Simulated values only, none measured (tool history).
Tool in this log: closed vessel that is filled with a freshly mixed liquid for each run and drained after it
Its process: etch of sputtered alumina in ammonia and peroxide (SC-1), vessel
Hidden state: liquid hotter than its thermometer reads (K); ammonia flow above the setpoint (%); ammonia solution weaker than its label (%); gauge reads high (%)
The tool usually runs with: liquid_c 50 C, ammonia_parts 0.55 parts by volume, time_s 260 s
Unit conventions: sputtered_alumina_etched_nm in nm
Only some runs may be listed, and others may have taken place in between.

run   hour  liquid_c  ammonia_parts  time_s  wafers since the last listed run  hours since the thermometer was replaced  hours since the ammonia flow meter was replaced  hours since the drum of ammonia solution was connected  hours since the gauge calibration  read-back film thickness of the sputtered alumina reference wafer, read on the same gauge (nm)  sputtered_alumina_etched_nm
  1      0        50           0.55     340                                 0                                     835.7                                           1271.1                                                   863.4                               40.5                                                                                           70.02                        22.52
  2   12.3        50           0.55     340                               845                                       848                                           1283.4                                                   875.7                               52.8                                                                                           70.02                        22.96
  3   22.1        50           0.55     340                               673                                     857.8                                           1293.2                                                   885.5                               62.6                                                                                              70                        22.58
  4   29.7        50            0.4     260                               522                                     865.4                                           1300.8                                                   893.1                               70.2                                                                                              70                        16.89
  5   42.1        50            0.4     260                               852                                     877.8                                           1313.2                                                   905.5                               82.6                                                                                           69.98                        16.64
  6   54.2        50            0.7     140                               831                                     889.9                                           1325.3                                                   917.6                               94.7                                                                                              70                          9.6
      55.4  -- thermometer replaced
      57.3  -- gauge calibrated
  7   61.8        50            0.7     140                               453                                       6.4                                           1332.9                                                   925.2                                4.5                                                                                              70                         9.67
  8   70.8      41.5           0.55     260                               618                                      15.4                                           1341.9                                                   934.2                               13.5                                                                                              70                         10.7
  9   77.5        50           0.55     180                               460                                      22.1                                           1348.6                                                   940.9                               20.2                                                                                              70                        12.04
 10   94.1      59.5            0.4     410                              1140                                      38.7                                           1365.2                                                   957.5                               36.8                                                                                              70                        43.98
      96.6  -- new drum of ammonia solution connected
 11  100.3        46           0.35     170                               357                                      44.9                                           1371.4                                                     3.7                                 43                                                                                              70                         8.69
       112  -- ammonia flow meter replaced
 12    113        50           0.55     340                               804                                      57.6                                                1                                                    16.4                               55.7                                                                                              70                        22.68
 13  126.3        50           0.55     260                               914                                      70.9                                             14.3                                                    29.7                                 69                                                                                           69.99                        17.36
 14  134.7        50           0.45     305                               577                                      79.3                                             22.7                                                    38.1                               77.4                                                                                              70                        20.04
 15  147.9      44.5           0.75     115                               907                                      92.5                                             35.9                                                    51.3                               90.6                                                                                           69.99                         5.81

Hidden condition of the tool, last listed run before each entry between runs versus first listed run after:
Between runs 6 and 7: thermometer replaced (hour 55.4); gauge calibrated (hour 57.3)
  no difference in the tool's unlogged condition between these two runs
Between runs 10 and 11: new drum of ammonia solution connected (hour 96.6)
  no difference in the tool's unlogged condition between these two runs
Between runs 11 and 12: ammonia flow meter replaced (hour 112)
  no difference in the tool's unlogged condition between these two runs
